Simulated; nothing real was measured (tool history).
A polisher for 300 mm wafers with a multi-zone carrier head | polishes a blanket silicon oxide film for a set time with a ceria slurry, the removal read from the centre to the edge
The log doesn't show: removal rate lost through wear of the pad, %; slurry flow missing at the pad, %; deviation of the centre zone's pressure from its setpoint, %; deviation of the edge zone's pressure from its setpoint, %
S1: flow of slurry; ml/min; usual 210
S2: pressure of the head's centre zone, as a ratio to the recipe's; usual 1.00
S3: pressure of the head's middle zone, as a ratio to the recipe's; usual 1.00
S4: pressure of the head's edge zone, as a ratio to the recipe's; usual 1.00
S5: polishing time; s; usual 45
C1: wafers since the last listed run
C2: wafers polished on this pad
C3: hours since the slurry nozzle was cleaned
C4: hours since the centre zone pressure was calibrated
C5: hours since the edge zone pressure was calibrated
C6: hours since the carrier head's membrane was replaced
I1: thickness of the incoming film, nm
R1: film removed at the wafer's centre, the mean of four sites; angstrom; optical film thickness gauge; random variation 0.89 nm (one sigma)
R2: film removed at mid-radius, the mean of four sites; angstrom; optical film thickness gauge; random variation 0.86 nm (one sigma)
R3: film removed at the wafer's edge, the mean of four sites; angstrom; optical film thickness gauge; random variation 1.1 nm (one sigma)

run   hour   S1    S2    S3    S4  S5   C1    C2     C3     C4      C5      C6      I1    R1    R2    R3
  1    0.0  210  1.00  1.00  1.00  45    0   820  718.6  582.7   959.2  1263.1  1792.8   938   934   939
  2   21.9  210  0.90  1.00  1.00  45  235  1055  740.5  604.6   981.1  1285.0  1768.1   826   925   937
  3   51.1  210  1.00  0.97  1.06  45  313  1368  769.7  633.8  1010.3  1314.2  1813.0   899   883   918
  4   80.1  210  1.00  1.00  1.00  45  311  1680  798.7  662.8  1039.3  1343.2  1802.2   871   891   871
      99.0  -- worn pad replaced by a new one
  5  107.3  210  1.00  0.97  1.00  49  249    88  825.9  690.0  1066.5  1370.4  1815.9  1034  1015  1025
     121.7  -- slurry nozzle cleaned
  6  133.2  210  1.00  0.97  1.00  49  267   356   11.5  715.9  1092.4  1396.3  1832.9  1109  1060  1065
  7  145.8  165  1.00  1.00  1.00  45  135   491   24.1  728.5  1105.0  1408.9  1812.0   954   973   958
  8  170.7  165  1.00  1.00  1.00  45  267   758   49.0  753.4  1129.9  1433.8  1803.2   957   960   935
  9  201.0  210  1.00  1.09  1.12  45  325  1083   79.3  783.7  1160.2  1464.1  1778.7   956  1041  1012
     206.9  -- edge zone pressure recalibrated
 10  216.2  210  1.00  1.00  1.08  45  141  1225   94.5  798.9     9.3  1479.3  1824.4   943   951   967
 11  244.9  210  1.00  1.00  1.00  45  308  1533  123.2  827.6    38.0  1508.0  1776.4   931   927   915
 12  263.3  230  1.00  1.07  0.95  57  197  1731  141.6  846.0    56.4  1526.4  1790.3  1157  1232  1123
     281.8  -- worn pad replaced by a new one
 13  284.0  210  1.00  1.00  1.10  60  179    23  162.3  866.7    77.1  1547.1  1826.2  1336  1325  1347
 14  304.4  210  1.03  1.00  1.06  45  218   242  182.7  887.1    97.5  1567.5  1815.1  1030   988  1008
 15  331.0  210  1.09  1.00  1.00  39  285   528  209.3  913.7   124.1  1594.1  1812.7   946   856   845
 16  346.1  210  0.89  0.88  1.11  50  162   690  224.4  928.8   139.2  1609.2  1810.0   971   985  1129
 17  379.6  180  1.00  1.00  1.00  45  359  1049  257.9  962.3   172.7  1642.7  1832.1   942   955   940
 18  394.7  255  1.00  1.00  1.06  45  162  1212  273.0  977.4   187.8  1657.8  1819.8   975   977   970
     459.3  -- worn pad replaced by a new one
     476.0  -- carrier head's membrane replaced by a new one
     484.4  -- centre zone pressure recalibrated
 19  497.8  150  1.00  1.00  1.00  36  988   338  376.1   13.4   290.9    21.8  1821.7   740   749   754
 20  525.5  210  1.00  1.00  1.00  45  297   635  403.8   41.1   318.6    49.5  1807.3   978   970   954
     615.2  -- worn pad replaced by a new one
 21  615.7  170  1.00  0.97  1.00  45  925     5  494.0  131.3   408.8   139.7  1808.5   944   934   955
 22  648.6  210  1.00  0.97  1.06  45  353   358  526.9  164.2   441.7   172.6  1785.0   967   940   998
 23  662.0  210  1.00  0.97  1.06  45  143   502  540.3  177.6   455.1   186.0  1808.2   962   950   988

What the log doesn't show, run by run:
deviation of the centre zone's pressure from its setpoint, %: 0 in every run
deviation of the edge zone's pressure from its setpoint, %: 0 in every run
H1: removal rate lost through wear of the pad, %
H2: slurry flow missing at the pad, %
run     H1    H2
  1   2.48    32
  2   3.68  32.9
  3   5.75  34.1
  4   8.33  35.3
  5  0.634  36.4
  6  0.978  1.89
  7    1.3  2.41
  8   2.22  3.44
  9   3.87  4.69
 10   4.91  5.32
 11   7.28  6.51
 12   9.07  7.27
 13  0.885  8.12
 14   1.04  8.97
 15   1.64  10.1
 16   2.18  10.7
 17   3.88  12.1
 18   4.88  12.7
 19  0.986    17
 20    1.9  18.1
 21  0.286  21.8
 22  0.636  23.2
 23  0.973  23.8
